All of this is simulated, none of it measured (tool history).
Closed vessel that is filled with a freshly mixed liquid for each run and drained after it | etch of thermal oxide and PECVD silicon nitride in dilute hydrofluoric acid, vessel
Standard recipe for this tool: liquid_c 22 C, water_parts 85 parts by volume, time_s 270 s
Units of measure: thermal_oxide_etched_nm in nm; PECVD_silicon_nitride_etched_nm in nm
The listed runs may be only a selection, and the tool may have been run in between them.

run,hour,liquid_c,water_parts,time_s,"read-back film thickness of the thermal oxide reference wafer, read on the same gauge (nm)","read-back film thickness of the PECVD silicon nitride reference wafer, read on the same gauge (nm)",thermal_oxide_etched_nm,PECVD_silicon_nitride_etched_nm
1,0,22,85,270,59.98,110,12.02,9.37
2,45.3,22,85,270,60.02,110.01,11.99,9.28
3,92,22,85,270,59.99,110.01,11.94,9.13
4,162.6,22,85,270,59.96,110.04,11.92,9.07
5,223.7,22,85,270,59.93,109.98,11.76,8.98
6,263.3,22,85,270,59.97,110.01,11.6,8.93
7,305.3,22,85,270,60.02,110.01,11.6,8.86
8,375.3,18,110,375,60.03,110.01,10.28,7.21
9,426.7,22,70,380,60,109.98,19.88,14.82
10,473.6,22,85,270,60,109.97,11.37,8.63
11,634.2,22,60,270,59.94,110.02,16.34,11.88
12,663.4,19.5,75,270,60.02,109.98,11.51,8
# hour 696.8: thermometer replaced
13,706.8,22,65,205,60.01,110,11.92,8.92
14,772.8,25.5,85,150,59.99,110.01,7.47,6.31
15,841.3,22,85,270,60.02,110.01,11.6,8.85
16,871.8,22,85,215,60.04,110,9.13,7.08
17,930.7,18,85,335,59.96,110,11.97,8.3
18,993,22,105,150,59.99,109.98,4.99,3.9
19,1030,18.5,115,330,60.03,109.98,8.53,6.17
20,1068.1,22,70,380,60.02,109.97,19.51,14.5
21,1096.2,22,115,270,59.99,110.01,8.02,6.3
22,1121.2,24.5,105,125,59.95,110.01,4.5,3.78
23,1174.8,26,120,425,60.06,109.94,13.82,12.24
24,1225.2,18,115,315,60,110.07,7.8,5.48
25,1283.1,19.5,85,370,59.99,110.04,13.57,9.61

5 ways to go on from here, each from the tool as it stands after run 25. What would each give?
A,1283.8,22,85,270,?,?,?,?
B,1283.8,22,125,270,?,?,?,?
C,1283.8,24.5,85,270,?,?,?,?
D,1283.8,23.5,115,425,?,?,?,?
E,1283.8,22,105,400,?,?,?,?

run,"read-back film thickness of the thermal oxide reference wafer, read on the same gauge (nm)","read-back film thickness of the PECVD silicon nitride reference wafer, read on the same gauge (nm)",thermal_oxide_etched_nm,PECVD_silicon_nitride_etched_nm
A,60.01,109.99,10.94,8.22
B,60.01,109.99,7.1,5.64
C,60.01,109.99,12.11,9.73
D,60.01,109.99,13.04,10.65
E,60.01,109.99,12.81,9.91
Take away the tool's hidden state, keep each run's random variation, and the runs would have read:
run,thermal_oxide_etched_nm,PECVD_silicon_nitride_etched_nm
A,12.21,9.42
B,7.93,6.45
C,13.5,11.13
D,14.56,12.17
E,14.3,11.34

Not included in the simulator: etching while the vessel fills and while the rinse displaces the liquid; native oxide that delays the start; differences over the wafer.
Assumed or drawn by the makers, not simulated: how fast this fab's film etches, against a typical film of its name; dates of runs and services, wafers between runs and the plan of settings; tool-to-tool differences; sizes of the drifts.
